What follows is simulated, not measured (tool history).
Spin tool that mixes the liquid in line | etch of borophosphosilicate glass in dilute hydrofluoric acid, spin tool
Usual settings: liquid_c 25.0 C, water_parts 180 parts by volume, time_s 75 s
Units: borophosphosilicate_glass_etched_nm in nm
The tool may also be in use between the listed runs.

run,hour,liquid_c,water_parts,time_s,wafers since the last listed run,hours since the thermometer was replaced,hours since the hydrofluoric acid flow meter was replaced,hours since the gauge calibration,"read-back film thickness of the borophosphosilicate glass reference wafer, read on the same gauge (nm)",borophosphosilicate_glass_etched_nm
1,0.0,27.0,145,75,0,680.7,1994.4,1890.1,69.99,27.08
# hour 38.9: gauge calibrated
2,55.0,25.0,250,75,458,735.7,2049.4,16.1,70.03,13.17
3,107.6,25.0,180,75,438,788.3,2102.0,68.7,69.96,19.38
4,132.4,25.0,180,75,206,813.1,2126.8,93.5,69.97,19.62
5,167.4,25.0,180,75,291,848.1,2161.8,128.5,69.99,19.53
# hour 196.7: hydrofluoric acid flow meter replaced
6,198.0,25.0,180,60,246,878.7,1.3,159.1,70.00,13.84
7,248.6,25.0,180,60,421,929.3,51.9,209.7,70.00,14.21
8,279.5,25.0,180,60,257,960.2,82.8,240.6,70.00,13.96
9,345.5,25.0,180,75,549,1026.2,148.8,306.6,70.01,17.79
10,380.7,20.5,125,110,293,1061.4,184.0,341.8,70.03,33.47
11,442.7,20.0,135,60,516,1123.4,246.0,403.8,70.02,16.17
12,478.1,25.0,180,75,294,1158.8,281.4,439.2,69.98,17.68
13,514.7,25.0,180,115,304,1195.4,318.0,475.8,70.05,27.12
# hour 520.5: thermometer replaced
14,546.2,25.0,180,75,254,25.7,349.5,507.3,70.07,17.88
15,607.8,25.0,180,75,513,87.3,411.1,568.9,70.00,17.65
16,670.1,25.0,180,75,518,149.6,473.4,631.2,70.00,18.06
17,715.6,28.0,180,75,378,195.1,518.9,676.7,70.02,20.20
18,766.0,25.0,180,55,419,245.5,569.3,727.1,69.99,13.30
19,827.8,25.0,180,75,514,307.3,631.1,788.9,70.05,18.09
20,887.0,25.0,215,100,493,366.5,690.3,848.1,69.99,19.50
21,953.0,21.5,125,95,549,432.5,756.3,914.1,69.97,30.82
22,992.5,25.0,265,75,328,472.0,795.8,953.6,70.03,11.40
23,1050.5,30.0,125,55,483,530.0,853.8,1011.6,69.98,24.88
24,1115.8,25.0,215,35,543,595.3,919.1,1076.9,70.06,6.89
25,1170.4,25.0,125,40,454,649.9,973.7,1131.5,69.93,15.12
26,1210.3,25.0,225,75,332,689.8,1013.6,1171.4,69.99,14.25
27,1243.8,25.0,115,110,278,723.3,1047.1,1204.9,70.03,45.69
28,1299.1,25.0,180,60,460,778.6,1102.4,1260.2,69.99,14.84
29,1351.5,25.0,180,75,436,831.0,1154.8,1312.6,69.99,18.57
30,1395.9,25.0,180,45,369,875.4,1199.2,1357.0,70.04,11.31
31,1422.6,23.0,225,95,222,902.1,1225.9,1383.7,70.03,16.92

Forecast each of these 5 alternatives for the next run:
A,1423.0,25.0,220,75,3,902.5,1226.3,1384.1,?,?
B,1423.0,28.0,245,105,3,902.5,1226.3,1384.1,?,?
C,1423.0,22.5,230,75,3,902.5,1226.3,1384.1,?,?
D,1423.0,25.0,155,75,3,902.5,1226.3,1384.1,?,?
E,1423.0,25.0,180,40,3,902.5,1226.3,1384.1,?,?

run,"read-back film thickness of the borophosphosilicate glass reference wafer, read on the same gauge (nm)",borophosphosilicate_glass_etched_nm
A,70.01,14.71
B,70.01,20.04
C,70.01,12.71
D,70.01,22.39
E,70.01,10.00
Without the tool's hidden state the same runs would have given:
run,borophosphosilicate_glass_etched_nm
A,13.71
B,18.64
C,11.85
D,20.93
E,9.34
